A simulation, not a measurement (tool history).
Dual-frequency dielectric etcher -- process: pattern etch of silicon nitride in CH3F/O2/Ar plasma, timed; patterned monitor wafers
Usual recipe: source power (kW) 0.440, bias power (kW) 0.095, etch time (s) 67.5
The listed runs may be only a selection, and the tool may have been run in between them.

run	day	source power (kW)	bias power (kW)	etch time (s)	read-back reference wafer on the same gauge, depth_nm	mean etch depth across the wafer (Å)
1	0.000	0.440	0.095	67.5	73.7	621
# day 1.408: gauge calibrated
2	2.712	0.440	0.095	67.5	73.7	623
3	4.908	0.440	0.095	67.5	73.7	621
4	6.496	0.470	0.095	67.5	73.7	642
5	9.054	0.470	0.095	67.5	73.7	643
# day 11.162: upper electrode replaced
6	11.183	0.470	0.095	67.5	73.7	642
# day 11.554: source power generator calibrated
7	12.221	0.440	0.103	67.5	73.7	653
8	15.004	0.440	0.095	67.5	73.7	639
9	17.775	0.340	0.095	85.0	73.7	691
# day 19.533: wet clean of the chamber
10	19.554	0.520	0.095	67.5	73.7	699
11	21.604	0.440	0.095	67.5	73.7	638
12	22.771	0.360	0.102	61.0	73.7	526
# day 23.679: gauge calibrated
13	25.346	0.410	0.095	52.5	73.7	477
# day 25.854: bias power generator calibrated
14	28.329	0.440	0.095	67.5	73.7	637
15	31.283	0.520	0.117	53.0	73.7	573
16	32.858	0.350	0.095	62.0	73.7	513
17	34.633	0.480	0.116	55.0	73.7	569

What was the tool's hidden state at every run in the log?
bias power that arrives over what is set, %: 0 across all the runs
gauge reads high (%): 0 across all the runs
H1: etch rate over this chamber's usual, %
H2: source power that arrives over what is set, %
run	H1	H2
1	-0.0643	-5.09
2	-0.159	-5.1
3	-0.236	-5.12
4	-0.292	-5.12
5	-0.382	-5.14
6	-0.456	-5.15
7	-0.493	0.459
8	-0.59	0.23
9	-0.688	0.0121
10	0.0858	-0.123
11	0.0139	-0.274
12	-0.027	-0.357
13	-0.117	-0.536
14	-0.222	-0.734
15	-0.325	-0.921
16	-0.381	-1.02
17	-0.443	-1.12
